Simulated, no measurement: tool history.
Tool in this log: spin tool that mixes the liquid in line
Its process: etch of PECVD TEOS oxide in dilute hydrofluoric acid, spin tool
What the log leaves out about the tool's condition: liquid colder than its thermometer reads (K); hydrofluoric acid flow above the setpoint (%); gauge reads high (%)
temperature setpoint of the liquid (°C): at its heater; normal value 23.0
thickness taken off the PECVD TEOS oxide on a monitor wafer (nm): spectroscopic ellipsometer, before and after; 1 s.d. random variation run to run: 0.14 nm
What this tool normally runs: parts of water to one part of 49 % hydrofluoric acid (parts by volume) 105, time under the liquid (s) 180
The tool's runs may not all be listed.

| run | hour | temperature setpoint of the liquid (°C) | parts of water to one part of 49 % hydrofluoric acid (parts by volume) | time under the liquid (s) | wafers since the last listed run | hours since the thermometer was replaced | hours since the hydrofluoric acid flow meter was replaced | hours since the gauge calibration | read-back film thickness of the PECVD TEOS oxide reference wafer, read on the same gauge (nm) | thickness taken off the PECVD TEOS oxide on a monitor wafer (nm) |
|---|---|---|---|---|---|---|---|---|---|---|
| 1 | 0.0 | 20.5 | 135 | 180 | 0 | 639.9 | 662.4 | 88.9 | 139.99 | 10.22 |
| 2 | 30.6 | 23.0 | 105 | 180 | 292 | 670.5 | 693.0 | 119.5 | 140.02 | 15.13 |
| 3 | 46.5 | 23.0 | 105 | 180 | 151 | 686.4 | 708.9 | 135.4 | 140.01 | 15.15 |
| 4 | 82.3 | 23.0 | 105 | 265 | 342 | 722.2 | 744.7 | 171.2 | 140.02 | 21.83 |
| 5 | 100.9 | 23.0 | 105 | 265 | 177 | 740.8 | 763.3 | 189.8 | 139.98 | 21.91 |
| 6 | 133.8 | 23.0 | 105 | 265 | 314 | 773.7 | 796.2 | 222.7 | 140.02 | 22.22 |
| 7 | 149.5 | 23.0 | 105 | 180 | 150 | 789.4 | 811.9 | 238.4 | 140.02 | 15.19 |
| 8 | 251.0 | 23.0 | 105 | 180 | 969 | 890.9 | 913.4 | 339.9 | 140.05 | 15.14 |
| 9 | 282.7 | 23.0 | 105 | 180 | 302 | 922.6 | 945.1 | 371.6 | 140.00 | 15.00 |
| 10 | 307.4 | 19.0 | 120 | 180 | 236 | 947.3 | 969.8 | 396.3 | 140.02 | 10.95 |
|  | 318.4 | thermometer replaced |
|  | 341.3 | gauge calibrated |
| 11 | 341.5 | 19.0 | 120 | 180 | 316 | 23.1 | 1003.9 | 0.2 | 139.99 | 10.90 |
| 12 | 358.2 | 19.0 | 120 | 180 | 159 | 39.8 | 1020.6 | 16.9 | 140.01 | 10.88 |
| 13 | 384.5 | 24.0 | 105 | 180 | 251 | 66.1 | 1046.9 | 43.2 | 140.00 | 15.83 |
| 14 | 409.2 | 24.0 | 105 | 180 | 236 | 90.8 | 1071.6 | 67.9 | 140.03 | 15.65 |
| 15 | 421.2 | 24.0 | 105 | 180 | 114 | 102.8 | 1083.6 | 79.9 | 140.01 | 15.40 |
|  | 432.3 | hydrofluoric acid flow meter replaced |
| 16 | 451.3 | 23.0 | 105 | 180 | 278 | 132.9 | 19.0 | 110.0 | 140.03 | 15.05 |
| 17 | 485.9 | 23.0 | 105 | 180 | 330 | 167.5 | 53.6 | 144.6 | 140.00 | 15.12 |
| 18 | 515.5 | 24.5 | 130 | 140 | 282 | 197.1 | 83.2 | 174.2 | 140.03 | 9.71 |

Forecast run 19:
| 19 | 527.5 | 27.5 | 135 | 120 | 114 | 209.1 | 95.2 | 186.2 | ? | ? |

{"run 19": {"read-back film thickness of the PECVD TEOS oxide reference wafer, read on the same gauge (nm)": 140.0, "thickness taken off the PECVD TEOS oxide on a monitor wafer (nm)": 8.92}}
Without the tool's hidden state the same run would have given thickness taken off the PECVD TEOS oxide on a monitor wafer (nm) 8.92.
